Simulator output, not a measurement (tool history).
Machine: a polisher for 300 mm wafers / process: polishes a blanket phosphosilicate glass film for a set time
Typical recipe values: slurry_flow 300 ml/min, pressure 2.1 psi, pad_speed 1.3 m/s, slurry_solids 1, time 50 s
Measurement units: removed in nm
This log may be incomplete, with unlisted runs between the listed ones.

run    hour  slurry_flow  pressure  pad_speed  slurry_solids  time  incoming thickness of the incoming film, nm  removed
  1       0          300       2.1       1.08           0.85    50                                       2886.1    235.7
  2    61.2          300       2.1       1.12              1    50                                       2914.7    257.9
  3   119.5          300       2.1       1.12              1    50                                       2921.2    254.2
      160.9  -- slurry nozzle cleaned
  4   201.7          300       2.1       1.12              1    50                                       2954.5    272.5
      245.2  -- worn pad replaced by a new one
      267.8  -- slurry blender recalibrated
  5   302.3          300       2.1        1.3              1    50                                         2916    294.3
      312.2  -- conditioning disc replaced and pad reconditioned
  6   347.5          300       2.1        1.3              1    50                                       2923.5    300.5
  7     444          300       2.1        1.3              1    50                                       2961.3    291.4
  8   491.8          300       2.1        1.3              1    50                                         2893    296.4
        514  -- worn pad replaced by a new one
  9   566.4          300       2.1        1.3           0.95    50                                       2906.8    285.5
      638.2  -- slurry nozzle cleaned
 10   642.7          405       2.1       1.06            0.9    50                                       2878.8    250.9
      652.8  -- head pressure recalibrated
      676.4  -- slurry blender recalibrated
 11   735.1          300       2.8          1            0.7    50                                       2930.3    283.8
      750.6  -- worn pad replaced by a new one
 12     787          300       2.1        1.3              1    58                                       2914.8    351.1
        791  -- conditioning disc replaced and pad reconditioned
 13   893.8          300       2.1        1.3              1    50                                       2930.6    296.8
     1023.3  -- slurry blender recalibrated
     1066.9  -- worn pad replaced by a new one
       1088  -- slurry nozzle cleaned
 14  1126.8          240       2.3       1.14              1    58                                       2910.9    333.8
 15  1181.3          300       2.1       1.52            0.9    38                                       2936.9    245.6
     1216.9  -- conditioning disc replaced and pad reconditioned
 16  1245.9          370       1.4       1.08              1    33                                       2905.5    115.2
 17  1294.2          300       2.1        1.7            0.9    50                                       2970.5    350.2
     1305.4  -- worn pad replaced by a new one
       1342  -- slurry blender recalibrated
 18  1375.7          210       2.1        1.3           1.25    50                                       2870.1    304.1

3 ways to go on from here, each from the tool as it stands after run 18. What would each give?
  A  1376.1          300       2.1        1.3              1    50                                       2946.9        ?
  B  1376.1          250       2.1        1.7           1.25    50                                       2946.9        ?
  C  1376.1          220       2.1        1.3              1    37                                       2946.9        ?

run  removed
  A    299.9
  B    390.7
  C    214.4
Stripped of hidden state, with their random variation kept, the same runs would have yielded:
run  removed
  A    304.3
  B    397.5
  C    218.6
